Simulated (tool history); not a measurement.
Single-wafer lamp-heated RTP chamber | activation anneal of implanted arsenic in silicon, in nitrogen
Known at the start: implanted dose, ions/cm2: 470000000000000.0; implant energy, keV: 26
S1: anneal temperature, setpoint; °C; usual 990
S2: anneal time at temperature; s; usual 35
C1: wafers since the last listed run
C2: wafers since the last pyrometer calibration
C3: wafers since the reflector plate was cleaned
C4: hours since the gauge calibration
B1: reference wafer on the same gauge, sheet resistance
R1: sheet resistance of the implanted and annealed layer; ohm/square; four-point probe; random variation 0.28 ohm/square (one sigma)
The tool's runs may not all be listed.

run	hour	S1	S2	C1	C2	C3	C4	B1	R1
1	0.0	990	35	0	677	7815	5.4	212.04	184.28
2	67.8	990	19	802	1479	8617	73.2	211.96	186.80
# hour 97.6: pyrometer window cleaned and pyrometer calibrated
3	112.5	990	19	434	176	9051	117.9	211.93	187.07
4	172.0	967	35	703	879	9755	177.4	212.06	186.70
5	219.8	990	35	565	1445	10320	225.2	211.97	184.02
# hour 240.1: reflector plate cleaned
6	253.2	990	35	300	1745	154	258.6	212.06	183.32
# hour 284.5: pyrometer window cleaned and pyrometer calibrated
7	320.2	990	35	697	422	852	325.6	212.00	184.06
8	380.3	977	51	710	1132	1563	385.7	211.97	183.80
9	414.9	1016	35	409	1542	1973	420.3	212.06	180.86
# hour 442.3: gauge calibrated
10	454.5	990	35	468	2010	2441	12.2	212.08	183.26
# hour 481.3: pyrometer window cleaned and pyrometer calibrated
11	494.9	1016	35	383	161	2824	52.6	211.95	181.68
12	564.1	990	16	818	979	3643	121.8	212.00	187.57
13	621.1	1009	35	674	1654	4317	178.8	211.94	182.08
# hour 659.2: pyrometer window cleaned and pyrometer calibrated
14	692.5	1006	25	749	394	5067	250.2	212.02	184.04

How the hidden state differs across the entries between the runs, from the last listed run before each to the first after it:
Between runs 2 and 3: pyrometer window cleaned and pyrometer calibrated (hour 97.6)
  true wafer temperature minus pyrometer reading, K: 6.83 -> 0.513
  measured less the result without the state, R1: -0.54 -> -0.04 ohm/square
Between runs 5 and 6: reflector plate cleaned (hour 240.1)
  true wafer temperature minus pyrometer reading, K: 6.46 -> 10.2
  measured less the result without the state, R1: -0.63 -> -0.99 ohm/square
Between runs 6 and 7: pyrometer window cleaned and pyrometer calibrated (hour 284.5)
  true wafer temperature minus pyrometer reading, K: 10.2 -> 3.69
  measured less the result without the state, R1: -0.99 -> -0.36 ohm/square
Between runs 9 and 10: gauge calibrated (hour 442.3)
  true wafer temperature minus pyrometer reading, K: 10.1 -> 14.9
  measured less the result without the state, R1: -1.13 -> -1.44 ohm/square
Between runs 10 and 11: pyrometer window cleaned and pyrometer calibrated (hour 481.3)
  true wafer temperature minus pyrometer reading, K: 14.9 -> 0.525
  measured less the result without the state, R1: -1.44 -> -0.05 ohm/square
Between runs 13 and 14: pyrometer window cleaned and pyrometer calibrated (hour 659.2)
  true wafer temperature minus pyrometer reading, K: 8.36 -> 2.97
  measured less the result without the state, R1: -0.87 -> -0.28 ohm/square

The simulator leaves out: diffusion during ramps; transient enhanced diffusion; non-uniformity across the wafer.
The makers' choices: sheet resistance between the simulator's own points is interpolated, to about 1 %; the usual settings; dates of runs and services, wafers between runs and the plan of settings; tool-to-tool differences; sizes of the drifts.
